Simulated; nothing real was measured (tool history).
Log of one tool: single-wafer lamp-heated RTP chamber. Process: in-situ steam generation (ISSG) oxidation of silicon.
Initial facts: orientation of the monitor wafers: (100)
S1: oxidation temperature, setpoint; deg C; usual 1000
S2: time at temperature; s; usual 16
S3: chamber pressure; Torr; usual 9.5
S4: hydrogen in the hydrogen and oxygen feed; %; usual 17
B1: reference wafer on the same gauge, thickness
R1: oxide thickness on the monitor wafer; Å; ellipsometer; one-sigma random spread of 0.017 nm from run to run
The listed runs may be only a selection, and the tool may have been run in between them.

run 1 hour=0.0 | S1=1000 S2=18 S3=9.5 S4=17 | B1=5.110 | R1=51.52
run 2 hour=30.7 | S1=1000 S2=18 S3=9.5 S4=17 | B1=5.109 | R1=51.46
run 3 hour=67.7 | S1=1000 S2=18 S3=9.5 S4=17 | B1=5.109 | R1=52.03
run 4 hour=109.5 | S1=1000 S2=16 S3=9.9 S4=17 | B1=5.115 | R1=48.78
run 5 hour=174.9 | S1=1000 S2=16 S3=9.9 S4=17 | B1=5.110 | R1=49.19
-- hour=181.0 gauge calibrated
-- hour=231.9 hydrogen flow controller replaced
run 6 hour=243.8 | S1=1000 S2=16 S3=9.5 S4=17 | B1=5.109 | R1=49.24
-- hour=255.0 pressure gauge zeroed
run 7 hour=275.8 | S1=1000 S2=16 S3=9.5 S4=17 | B1=5.105 | R1=49.48
-- hour=306.2 pyrometer window cleaned and pyrometer calibrated
run 8 hour=306.7 | S1=1000 S2=22 S3=9.5 S4=11 | B1=5.113 | R1=53.97
run 9 hour=361.0 | S1=1007 S2=14 S3=9.5 S4=17 | B1=5.108 | R1=49.44
-- hour=387.7 pyrometer window cleaned and pyrometer calibrated, repeated, since the last time left the tool worse
run 10 hour=398.6 | S1=993 S2=16 S3=8.5 S4=17 | B1=5.108 | R1=47.49
run 11 hour=425.6 | S1=1009 S2=16 S3=9.5 S4=17 | B1=5.109 | R1=50.35
run 12 hour=497.1 | S1=1017 S2=19 S3=8.0 S4=11 | B1=5.109 | R1=52.59
run 13 hour=558.4 | S1=1000 S2=16 S3=9.5 S4=17 | B1=5.110 | R1=48.82
run 14 hour=601.6 | S1=1000 S2=16 S3=9.5 S4=17 | B1=5.110 | R1=48.57

Difference, measured minus no-hidden-state, one row per run. Run-to-run variation is common to both terms; the gauge's own scatter need not be:
Unlogged tool condition in this case: true wafer temperature minus pyrometer reading, K; true pressure minus gauge reading, Torr; deviation of the hydrogen flow from its setpoint, %; gauge reads high (%).
run=1 R1=+0.58
run=2 R1=+0.67
run=3 R1=+0.79
run=4 R1=+0.84
run=5 R1=+1.03
run=6 R1=+1.23
run=7 R1=+1.33
run=8 R1=+2.56
run=9 R1=+2.34
run=10 R1=+0.09
run=11 R1=+0.19
run=12 R1=+0.48
run=13 R1=+0.56
run=14 R1=+0.68
